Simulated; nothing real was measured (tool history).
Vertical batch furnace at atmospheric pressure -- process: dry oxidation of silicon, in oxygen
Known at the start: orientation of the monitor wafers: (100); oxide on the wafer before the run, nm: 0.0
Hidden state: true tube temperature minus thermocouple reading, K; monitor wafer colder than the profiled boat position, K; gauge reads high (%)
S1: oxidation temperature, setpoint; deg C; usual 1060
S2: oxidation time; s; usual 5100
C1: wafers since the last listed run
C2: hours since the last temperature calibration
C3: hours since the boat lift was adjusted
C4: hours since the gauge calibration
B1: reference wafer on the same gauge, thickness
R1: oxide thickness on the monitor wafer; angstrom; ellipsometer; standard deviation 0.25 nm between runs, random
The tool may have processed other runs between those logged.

| run | hour | S1 | S2 | C1 | C2 | C3 | C4 | B1 | R1 |
|---|---|---|---|---|---|---|---|---|---|
| 1 | 0 | 1060 | 5760 | 0 | 4063.1 | 1237 | 1074.3 | 99.93 | 1142.1 |
| 2 | 51 | 1060 | 5100 | 465 | 4114.1 | 1288 | 1125.3 | 100 | 1055.5 |
| 3 | 108.2 | 1060 | 5100 | 521 | 4171.3 | 1345.2 | 1182.5 | 99.92 | 1053.8 |
| 4 | 142.1 | 1060 | 5100 | 309 | 4205.2 | 1379.1 | 1216.4 | 100.09 | 1057.2 |
| 5 | 185.1 | 1068 | 5100 | 392 | 4248.2 | 1422.1 | 1259.4 | 100 | 1124.5 |
| 6 | 239.4 | 1068 | 5100 | 495 | 4302.5 | 1476.4 | 1313.7 | 100 | 1130.2 |
| 7 | 282.3 | 1077 | 6810 | 391 | 4345.4 | 1519.3 | 1356.6 | 100.01 | 1444.4 |
| 8 | 307.1 | 1077 | 6810 | 226 | 4370.2 | 1544.1 | 1381.4 | 100.07 | 1446.5 |
| 9 | 341.7 | 1065 | 5100 | 315 | 4404.8 | 1578.7 | 1416 | 100.01 | 1096.6 |
| 10 | 380.6 | 1060 | 5100 | 354 | 4443.7 | 1617.6 | 1454.9 | 100.06 | 1055.3 |
| 11 | 447.9 | 1060 | 5100 | 613 | 4511 | 1684.9 | 1522.2 | 99.99 | 1057.5 |
| 12 | 492.9 | 1074 | 5100 | 410 | 4556 | 1729.9 | 1567.2 | 100.02 | 1178.5 |
| 13 | 540 | 1060 | 6330 | 429 | 4603.1 | 1777 | 1614.3 | 100.05 | 1221.4 |
| 14 | 582 | 1060 | 5100 | 383 | 4645.1 | 1819 | 1656.3 | 100.05 | 1058.3 |
| 15 | 644.7 | 1060 | 5100 | 572 | 4707.8 | 1881.7 | 1719 | 99.93 | 1059.3 |
| 16 | 705.9 | 1046 | 5100 | 558 | 4769 | 1942.9 | 1780.2 | 100.07 | 945.9 |
|  | 788.6 | thermocouples replaced and temperature profile calibrated |
| 17 | 789.1 | 1046 | 5100 | 540 | 0.5 | 2026.1 | 1863.4 | 100 | 945 |
| 18 | 814 | 1048 | 6540 | 227 | 25.4 | 2051 | 1888.3 | 99.88 | 1128.5 |
|  | 859.5 | boat lift adjusted |
| 19 | 864 | 1048 | 6540 | 237 | 75.4 | 4.5 | 1938.3 | 100.04 | 1127.6 |
|  | 874.1 | gauge calibrated |
| 20 | 904.9 | 1049 | 2820 | 373 | 116.3 | 45.4 | 30.8 | 99.89 | 659.9 |
| 21 | 946.4 | 1044 | 5100 | 378 | 157.8 | 86.9 | 72.3 | 100 | 928.3 |
| 22 | 1014.6 | 1060 | 5100 | 622 | 226 | 155.1 | 140.5 | 99.93 | 1056.5 |
| 23 | 1080 | 1060 | 7290 | 596 | 291.4 | 220.5 | 205.9 | 100.01 | 1328.4 |
| 24 | 1113.2 | 1081 | 5100 | 302 | 324.6 | 253.7 | 239.1 | 99.96 | 1238.4 |
| 25 | 1160.2 | 1050 | 3510 | 428 | 371.6 | 300.7 | 286.1 | 100.07 | 763.8 |
| 26 | 1338.1 | 1060 | 3870 | 1622 | 549.5 | 478.6 | 464 | 99.99 | 887.5 |
| 27 | 1365.2 | 1060 | 5100 | 247 | 576.6 | 505.7 | 491.1 | 99.91 | 1056.7 |
| 28 | 1407 | 1072 | 2550 | 381 | 618.4 | 547.5 | 532.9 | 99.9 | 749 |
| 29 | 1477.6 | 1048 | 3990 | 644 | 689 | 618.1 | 603.5 | 100.04 | 817.8 |
| 30 | 1514.2 | 1074 | 6390 | 333 | 725.6 | 654.7 | 640.1 | 99.84 | 1356.5 |
| 31 | 1559.8 | 1079 | 6030 | 416 | 771.2 | 700.3 | 685.7 | 99.99 | 1358.7 |
| 32 | 1619.5 | 1060 | 7050 | 544 | 830.9 | 760 | 745.4 | 100.01 | 1303.3 |
| 33 | 1684.3 | 1049 | 2940 | 591 | 895.7 | 824.8 | 810.2 | 100.02 | 677.4 |
| 34 | 1708.6 | 1067 | 6780 | 221 | 920 | 849.1 | 834.5 | 99.99 | 1340.5 |
| 35 | 1762.9 | 1060 | 5100 | 495 | 974.3 | 903.4 | 888.8 | 99.94 | 1058.4 |
| 36 | 1833.3 | 1079 | 6810 | 642 | 1044.7 | 973.8 | 959.2 | 100.01 | 1464.6 |
| 37 | 1883.9 | 1054 | 6990 | 461 | 1095.3 | 1024.4 | 1009.8 | 100.04 | 1235.2 |
| 38 | 1945.3 | 1065 | 5100 | 560 | 1156.7 | 1085.8 | 1071.2 | 100.02 | 1103.2 |

Hidden state at the last listed run before each entry between runs and at the first one after, where it differs:
From run 16 to run 17: thermocouples replaced and temperature profile calibrated (hour 788.6)
  the hidden state is the same at both runs
From run 18 to run 19: boat lift adjusted (hour 859.5)
  the hidden state is the same at both runs
From run 19 to run 20: gauge calibrated (hour 874.1)
  the hidden state is the same at both runs
